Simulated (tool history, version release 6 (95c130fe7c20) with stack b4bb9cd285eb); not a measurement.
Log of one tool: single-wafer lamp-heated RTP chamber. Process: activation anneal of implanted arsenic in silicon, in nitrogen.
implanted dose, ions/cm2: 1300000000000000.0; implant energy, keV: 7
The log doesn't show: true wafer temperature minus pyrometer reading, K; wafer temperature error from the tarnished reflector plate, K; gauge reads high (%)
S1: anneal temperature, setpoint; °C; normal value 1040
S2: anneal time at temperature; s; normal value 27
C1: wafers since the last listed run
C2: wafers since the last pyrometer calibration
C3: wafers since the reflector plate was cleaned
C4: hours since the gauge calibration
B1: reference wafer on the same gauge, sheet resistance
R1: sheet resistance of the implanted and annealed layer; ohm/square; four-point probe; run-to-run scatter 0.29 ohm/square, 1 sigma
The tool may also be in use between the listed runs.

run 1 hour=0 | S1=1040 S2=21 | C1=0 C2=3094 C3=7805 C4=217.7 | B1=119 | R1=128.05
run 2 hour=29.8 | S1=1040 S2=21 | C1=710 C2=3804 C3=8516 C4=247.5 | B1=118.99 | R1=128.17
run 3 hour=84.5 | S1=1040 S2=21 | C1=1303 C2=5108 C3=9819 C4=302.2 | B1=119.09 | R1=128.75
run 4 hour=111.6 | S1=1040 S2=27 | C1=645 C2=5754 C3=10465 C4=329.3 | B1=119.04 | R1=122.01
-- hour=135.6 pyrometer window cleaned and pyrometer calibrated
run 5 hour=160.6 | S1=1040 S2=27 | C1=977 C2=594 C3=11442 C4=378.3 | B1=119.02 | R1=122.62
run 6 hour=187.6 | S1=1032 S2=27 | C1=643 C2=1238 C3=12086 C4=405.3 | B1=118.85 | R1=127.71
run 7 hour=254.6 | S1=1032 S2=27 | C1=1596 C2=2834 C3=13682 C4=472.3 | B1=119.07 | R1=126.79
run 8 hour=291.9 | S1=1032 S2=27 | C1=888 C2=3723 C3=14571 C4=509.6 | B1=118.9 | R1=126.86
-- hour=302.5 reflector plate cleaned
run 9 hour=324.5 | S1=1040 S2=27 | C1=586 C2=4309 C3=525 C4=542.2 | B1=119.05 | R1=121.82
run 10 hour=356.9 | S1=1040 S2=27 | C1=772 C2=5082 C3=1297 C4=574.6 | B1=119.11 | R1=122.02
-- hour=380.6 pyrometer window cleaned and pyrometer calibrated
run 11 hour=390.2 | S1=1022 S2=19 | C1=602 C2=229 C3=1900 C4=607.9 | B1=118.94 | R1=146.82
run 12 hour=425.8 | S1=1061 S2=39 | C1=848 C2=1077 C3=2748 C4=643.5 | B1=119.01 | R1=107.1
run 13 hour=495.8 | S1=1026 S2=14 | C1=1668 C2=2745 C3=4416 C4=713.5 | B1=119.08 | R1=153.26
-- hour=519.4 gauge calibrated
run 14 hour=559.2 | S1=1061 S2=39 | C1=1510 C2=4256 C3=5927 C4=39.8 | B1=118.96 | R1=106.81
run 15 hour=593.7 | S1=1050 S2=17 | C1=822 C2=5078 C3=6749 C4=74.3 | B1=119 | R1=126.38
-- hour=609.1 pyrometer window cleaned and pyrometer calibrated
run 16 hour=620.1 | S1=1040 S2=27 | C1=438 C2=262 C3=7188 C4=100.7 | B1=119.05 | R1=122.86
run 17 hour=659.9 | S1=1053 S2=31 | C1=948 C2=1211 C3=8136 C4=140.5 | B1=118.98 | R1=113.78
run 18 hour=701.7 | S1=1014 S2=41 | C1=996 C2=2207 C3=9132 C4=182.3 | B1=118.97 | R1=127.52
run 19 hour=745.8 | S1=1058 S2=32 | C1=1050 C2=3258 C3=10183 C4=226.4 | B1=118.94 | R1=110.67
-- hour=816.2 pyrometer window cleaned and pyrometer calibrated
run 20 hour=816.7 | S1=1040 S2=40 | C1=1498 C2=11 C3=11682 C4=297.3 | B1=119.04 | R1=115.04

Results per run with the tool's hidden condition removed, run-to-run variation unchanged:
run=1 R1=129.41
run=2 R1=129.63
run=3 R1=130.31
run=4 R1=123.31
run=5 R1=123.05
run=6 R1=128.53
run=7 R1=128.04
run=8 R1=128.23
run=9 R1=123.05
run=10 R1=123.29
run=11 R1=147.19
run=12 R1=107.49
run=13 R1=155.2
run=14 R1=107.56
run=15 R1=127.8
run=16 R1=123.14
run=17 R1=114.33
run=18 R1=128.96
run=19 R1=111.48
run=20 R1=115.05
